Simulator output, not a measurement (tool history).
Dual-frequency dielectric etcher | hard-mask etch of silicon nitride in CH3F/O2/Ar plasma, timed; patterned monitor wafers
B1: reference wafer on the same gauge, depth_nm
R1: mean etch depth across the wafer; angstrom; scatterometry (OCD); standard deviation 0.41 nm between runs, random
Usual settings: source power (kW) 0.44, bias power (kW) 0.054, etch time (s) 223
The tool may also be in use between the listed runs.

{"run": 1, "hour": 0.0, "source power (kW)": 0.44, "bias power (kW)": 0.05, "etch time (s)": 223, "B1": 158.9, "R1": 1339}
{"run": 2, "hour": 59.1, "source power (kW)": 0.44, "bias power (kW)": 0.054, "etch time (s)": 223, "B1": 159.1, "R1": 1369}
{"run": 3, "hour": 123.7, "source power (kW)": 0.44, "bias power (kW)": 0.054, "etch time (s)": 223, "B1": 158.8, "R1": 1367}
{"run": 4, "hour": 195.2, "source power (kW)": 0.44, "bias power (kW)": 0.059, "etch time (s)": 223, "B1": 159, "R1": 1400}
{"run": 5, "hour": 229.9, "source power (kW)": 0.44, "bias power (kW)": 0.049, "etch time (s)": 223, "B1": 159.1, "R1": 1339}
{"run": 6, "hour": 271.4, "source power (kW)": 0.38, "bias power (kW)": 0.054, "etch time (s)": 181, "B1": 159, "R1": 1065}
{"run": 7, "hour": 341.0, "source power (kW)": 0.38, "bias power (kW)": 0.054, "etch time (s)": 181, "B1": 159, "R1": 1065}
{"run": 8, "hour": 483.9, "source power (kW)": 0.47, "bias power (kW)": 0.054, "etch time (s)": 223, "B1": 158.9, "R1": 1393}
{"run": 9, "hour": 527.1, "source power (kW)": 0.44, "bias power (kW)": 0.054, "etch time (s)": 223, "B1": 159, "R1": 1359}
{"run": 10, "hour": 557.7, "source power (kW)": 0.33, "bias power (kW)": 0.054, "etch time (s)": 223, "B1": 159.1, "R1": 1263}
{"run": 11, "hour": 600.6, "source power (kW)": 0.51, "bias power (kW)": 0.054, "etch time (s)": 177.5, "B1": 158.9, "R1": 1140}
{"run": 12, "hour": 626.3, "source power (kW)": 0.44, "bias power (kW)": 0.049, "etch time (s)": 172.5, "B1": 159, "R1": 1027}
{"run": 13, "hour": 696.5, "source power (kW)": 0.4, "bias power (kW)": 0.054, "etch time (s)": 223, "B1": 159, "R1": 1329}
{"run": 14, "hour": 760.5, "source power (kW)": 0.44, "bias power (kW)": 0.054, "etch time (s)": 223, "B1": 158.9, "R1": 1372}
{"run": 15, "hour": 787.3, "source power (kW)": 0.44, "bias power (kW)": 0.059, "etch time (s)": 223, "B1": 159, "R1": 1406}
{"run": 16, "hour": 819.1, "source power (kW)": 0.44, "bias power (kW)": 0.054, "etch time (s)": 223, "B1": 159, "R1": 1361}
{"run": 17, "hour": 845.7, "source power (kW)": 0.44, "bias power (kW)": 0.062, "etch time (s)": 223, "B1": 159, "R1": 1425}
{"run": 18, "hour": 902.8, "source power (kW)": 0.37, "bias power (kW)": 0.058, "etch time (s)": 193, "B1": 158.9, "R1": 1149}
{"run": 19, "hour": 971.7, "source power (kW)": 0.44, "bias power (kW)": 0.054, "etch time (s)": 223, "B1": 159, "R1": 1368}
{"run": 20, "hour": 1042.0, "source power (kW)": 0.37, "bias power (kW)": 0.061, "etch time (s)": 223, "B1": 159.1, "R1": 1351}
{"run": 21, "hour": 1101.7, "source power (kW)": 0.44, "bias power (kW)": 0.054, "etch time (s)": 223, "B1": 158.9, "R1": 1366}
{"run": 22, "hour": 1136.5, "source power (kW)": 0.39, "bias power (kW)": 0.061, "etch time (s)": 223, "B1": 159, "R1": 1368}
{"run": 23, "hour": 1186.3, "source power (kW)": 0.41, "bias power (kW)": 0.054, "etch time (s)": 194, "B1": 159, "R1": 1166}
{"run": 24, "hour": 1211.2, "source power (kW)": 0.44, "bias power (kW)": 0.062, "etch time (s)": 245.5, "B1": 159, "R1": 1563}
{"run": 25, "hour": 1239.6, "source power (kW)": 0.44, "bias power (kW)": 0.049, "etch time (s)": 181, "B1": 159, "R1": 1082}
{"run": 26, "hour": 1271.8, "source power (kW)": 0.44, "bias power (kW)": 0.054, "etch time (s)": 223, "B1": 158.9, "R1": 1361}
{"run": 27, "hour": 1295.8, "source power (kW)": 0.38, "bias power (kW)": 0.054, "etch time (s)": 181, "B1": 158.9, "R1": 1064}
{"run": 28, "hour": 1346.4, "source power (kW)": 0.52, "bias power (kW)": 0.041, "etch time (s)": 189.5, "B1": 159, "R1": 1129}
{"run": 29, "hour": 1401.7, "source power (kW)": 0.53, "bias power (kW)": 0.054, "etch time (s)": 166, "B1": 159, "R1": 1069}
{"run": 30, "hour": 1453.5, "source power (kW)": 0.44, "bias power (kW)": 0.054, "etch time (s)": 223, "B1": 159, "R1": 1368}
{"run": 31, "hour": 1497.3, "source power (kW)": 0.44, "bias power (kW)": 0.054, "etch time (s)": 195.5, "B1": 159.1, "R1": 1197}

The log once held 6 entries between its listed runs, left out of this copy. Where does each go, and what is different about the tool's unlogged condition between the listed run before it and the listed run after it?
From run 5 to run 6: wet clean of the chamber (hour 256)
  no difference in the tool's unlogged condition between these two runs
From run 7 to run 8: source power generator calibrated (hour 401.1); gauge calibrated (hour 437.1)
  no difference in the tool's unlogged condition between these two runs
From run 17 to run 18: upper electrode replaced (hour 888.7); wet clean of the chamber (hour 889.7)
  no difference in the tool's unlogged condition between these two runs
From run 18 to run 19: bias power generator calibrated (hour 946)
  no difference in the tool's unlogged condition between these two runs
